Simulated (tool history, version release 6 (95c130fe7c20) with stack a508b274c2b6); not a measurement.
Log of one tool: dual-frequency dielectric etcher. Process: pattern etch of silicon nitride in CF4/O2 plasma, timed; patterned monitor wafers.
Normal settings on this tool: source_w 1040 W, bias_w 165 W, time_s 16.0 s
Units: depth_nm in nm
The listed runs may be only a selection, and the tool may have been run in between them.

run   hour  source_w  bias_w  time_s  wafers since the last listed run  hours since the last wet clean  hours since the last source power generator calibration  hours since the last bias power generator calibration  hours since the last upper electrode change  hours since the gauge calibration  read-back reference wafer on the same gauge, depth_nm  depth_nm
  1    0.0      1040     165    16.0                                 0                           502.6                                                   2038.2                                                 3628.4                                       6116.0                              366.0                                                   58.0      62.6
  2   13.3      1210     165    16.0                               288                           515.9                                                   2051.5                                                 3641.7                                       6129.3                              379.3                                                   58.0      68.4
  3   24.8      1040     136    16.0                               249                           527.4                                                   2063.0                                                 3653.2                                       6140.8                              390.8                                                   58.0      59.6
      50.2  -- source power generator calibrated
      51.5  -- wet clean of the chamber
  4   52.0      1040     136    16.0                               475                             0.5                                                      1.8                                                 3680.4                                       6168.0                              418.0                                                   58.0      57.6
  5   65.3      1040     165    16.0                               288                            13.8                                                     15.1                                                 3693.7                                       6181.3                              431.3                                                   57.9      61.0
  6   72.6      1040     165    16.0                               158                            21.1                                                     22.4                                                 3701.0                                       6188.6                              438.6                                                   58.0      60.5
     110.5  -- upper electrode replaced
  7  111.0      1040     165    16.0                               312                            59.5                                                     60.8                                                 3739.4                                          0.5                              477.0                                                   57.9      61.5
  8  111.3      1040     165    16.0                                 6                            59.8                                                     61.1                                                 3739.7                                          0.8                              477.3                                                   58.1      60.9
  9  115.6      1040     165    16.0                                93                            64.1                                                     65.4                                                 3744.0                                          5.1                              481.6                                                   58.1      61.0
     122.6  -- gauge calibrated
 10  132.6      1040     134    16.0                               369                            81.1                                                     82.4                                                 3761.0                                         22.1                               10.0                                                   58.0      57.5
 11  139.5      1040     143    16.0                               149                            88.0                                                     89.3                                                 3767.9                                         29.0                               16.9                                                   57.8      58.9
 12  155.1      1040     165    16.0                               338                           103.6                                                    104.9                                                 3783.5                                         44.6                               32.5                                                   58.1      61.5
 13  172.2      1040     132    19.0                               371                           120.7                                                    122.0                                                 3800.6                                         61.7                               49.6                                                   58.0      68.7
 14  188.8      1040     165    16.0                               360                           137.3                                                    138.6                                                 3817.2                                         78.3                               66.2                                                   58.0      61.6
     206.7  -- bias power generator calibrated
 15  207.2      1160     165    20.0                               312                           155.7                                                    157.0                                                    0.5                                         96.7                               84.6                                                   58.1      80.5
 16  221.8       910     165    14.5                               317                           170.3                                                    171.6                                                   15.1                                        111.3                               99.2                                                   58.0      52.5
 17  232.2      1040     127    18.0                               225                           180.7                                                    182.0                                                   25.5                                        121.7                              109.6                                                   58.0      64.0
 18  240.1      1300     204    20.5                               171                           188.6                                                    189.9                                                   33.4                                        129.6                              117.5                                                   58.0      94.2
 19  255.7      1140     177    18.0                               338                           204.2                                                    205.5                                                   49.0                                        145.2                              133.1                                                   58.1      74.4
 20  296.6      1040     185    21.0                               888                           245.1                                                    246.4                                                   89.9                                        186.1                              174.0                                                   58.0      83.5
 21  310.6      1040     165    16.0                               304                           259.1                                                    260.4                                                  103.9                                        200.1                              188.0                                                   57.9      61.7
 22  324.2      1040     201    20.0                               295                           272.7                                                    274.0                                                  117.5                                        213.7                              201.6                                                   57.9      82.4
 23  335.8      1040     148    16.0                               251                           284.3                                                    285.6                                                  129.1                                        225.3                              213.2                                                   57.9      59.8
 24  348.5      1040     165    16.0                               275                           297.0                                                    298.3                                                  141.8                                        238.0                              225.9                                                   57.9      62.0
 25  357.7      1040     165    11.5                               199                           306.2                                                    307.5                                                  151.0                                        247.2                              235.1                                                   58.0      44.5
 26  368.8      1040     165    14.5                               241                           317.3                                                    318.6                                                  162.1                                        258.3                              246.2                                                   57.9      56.5
 27  384.4      1040     165    16.0                               338                           332.9                                                    334.2                                                  177.7                                        273.9                              261.8                                                   57.9      61.8
 28  400.0      1040     127    18.0                               338                           348.5                                                    349.8                                                  193.3                                        289.5                              277.4                                                   57.8      65.3
 29  414.0      1220     165    19.0                               304                           362.5                                                    363.8                                                  207.3                                        303.5                              291.4                                                   58.0      79.8
 30  420.5       940     165    14.5                               141                           369.0                                                    370.3                                                  213.8                                        310.0                              297.9                                                   58.1      53.7

4 options for the next run, each taken on its own from the tool as it stands now. Forecast them:
  A  420.9      1040     165    12.0                                 8                           369.4                                                    370.7                                                  214.2                                        310.4                              298.3                                                      ?         ?
  B  420.9       830     187    18.5                                 8                           369.4                                                    370.7                                                  214.2                                        310.4                              298.3                                                      ?         ?
  C  420.9      1280     165    18.5                                 8                           369.4                                                    370.7                                                  214.2                                        310.4                              298.3                                                      ?         ?
  D  420.9      1040     146    16.0                                 8                           369.4                                                    370.7                                                  214.2                                        310.4                              298.3                                                      ?         ?

run  read-back reference wafer on the same gauge, depth_nm  depth_nm
  A                                                   58.0      46.8
  B                                                   58.0      67.8
  C                                                   58.0      79.9
  D                                                   58.0      60.2
Stripped of hidden state, with their random variation kept, the same runs would have yielded:
run  depth_nm
  A      45.7
  B      66.2
  C      78.1
  D      58.8

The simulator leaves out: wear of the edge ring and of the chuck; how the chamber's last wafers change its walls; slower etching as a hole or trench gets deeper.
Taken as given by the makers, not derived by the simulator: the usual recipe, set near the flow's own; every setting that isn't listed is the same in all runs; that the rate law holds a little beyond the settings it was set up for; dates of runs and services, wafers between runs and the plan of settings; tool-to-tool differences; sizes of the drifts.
